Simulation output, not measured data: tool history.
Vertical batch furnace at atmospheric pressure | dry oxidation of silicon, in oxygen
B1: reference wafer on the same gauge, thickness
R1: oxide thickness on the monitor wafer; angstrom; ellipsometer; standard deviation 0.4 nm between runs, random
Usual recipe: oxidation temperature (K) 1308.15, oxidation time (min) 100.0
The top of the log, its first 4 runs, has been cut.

run 5 hour=165.4 | oxidation_temperature_(K)=1308.15 oxidation_time_(min)=100.0 | B1=92.34 | R1=1013.3
run 6 hour=221.2 | oxidation_temperature_(K)=1308.15 oxidation_time_(min)=100.0 | B1=92.28 | R1=1014.0
run 7 hour=283.7 | oxidation_temperature_(K)=1308.15 oxidation_time_(min)=100.0 | B1=92.26 | R1=1014.4
run 8 hour=318.3 | oxidation_temperature_(K)=1293.15 oxidation_time_(min)=136.5 | B1=92.39 | R1=1092.8
run 9 hour=357.1 | oxidation_temperature_(K)=1293.15 oxidation_time_(min)=136.5 | B1=92.36 | R1=1088.5
run 10 hour=416.0 | oxidation_temperature_(K)=1308.15 oxidation_time_(min)=100.0 | B1=92.39 | R1=1012.9
run 11 hour=480.2 | oxidation_temperature_(K)=1325.15 oxidation_time_(min)=74.0 | B1=92.31 | R1=959.3
run 12 hour=531.8 | oxidation_temperature_(K)=1325.15 oxidation_time_(min)=74.0 | B1=92.31 | R1=958.1
run 13 hour=582.2 | oxidation_temperature_(K)=1325.15 oxidation_time_(min)=74.0 | B1=92.25 | R1=960.4
run 14 hour=606.4 | oxidation_temperature_(K)=1290.15 oxidation_time_(min)=100.0 | B1=92.20 | R1=870.6
run 15 hour=631.7 | oxidation_temperature_(K)=1290.15 oxidation_time_(min)=100.0 | B1=92.31 | R1=868.6
run 16 hour=696.1 | oxidation_temperature_(K)=1290.15 oxidation_time_(min)=100.0 | B1=92.20 | R1=869.4
run 17 hour=854.3 | oxidation_temperature_(K)=1289.15 oxidation_time_(min)=100.0 | B1=92.22 | R1=866.6
run 18 hour=881.6 | oxidation_temperature_(K)=1289.15 oxidation_time_(min)=100.0 | B1=92.20 | R1=862.2
run 19 hour=929.1 | oxidation_temperature_(K)=1319.15 oxidation_time_(min)=55.0 | B1=92.36 | R1=762.8
run 20 hour=982.7 | oxidation_temperature_(K)=1327.15 oxidation_time_(min)=149.0 | B1=92.24 | R1=1522.2
run 21 hour=1036.8 | oxidation_temperature_(K)=1284.15 oxidation_time_(min)=113.0 | B1=92.13 | R1=899.9
run 22 hour=1065.6 | oxidation_temperature_(K)=1308.15 oxidation_time_(min)=100.0 | B1=92.46 | R1=1015.9
run 23 hour=1125.5 | oxidation_temperature_(K)=1291.15 oxidation_time_(min)=149.0 | B1=92.29 | R1=1151.7
run 24 hour=1166.4 | oxidation_temperature_(K)=1286.15 oxidation_time_(min)=124.5 | B1=92.29 | R1=976.2
run 25 hour=1236.5 | oxidation_temperature_(K)=1295.15 oxidation_time_(min)=120.0 | B1=92.30 | R1=1025.1
-- hour=1331.5 thermocouples replaced and temperature profile calibrated
-- hour=1407.4 gauge calibrated
run 26 hour=1419.3 | oxidation_temperature_(K)=1298.15 oxidation_time_(min)=50.5 | B1=92.40 | R1=577.0
-- hour=1460.7 boat lift adjusted
run 27 hour=1461.2 | oxidation_temperature_(K)=1308.15 oxidation_time_(min)=100.0 | B1=92.20 | R1=988.4

Expected results for the next run?
run 28 hour=1509.4 | oxidation_temperature_(K)=1293.15 oxidation_time_(min)=136.5 | B1=? | R1=?

{"run 28": {"B1": 92.34, "R1": 1061.8}}
Without the tool's hidden state the same run would have given R1 1048.5 angstrom.
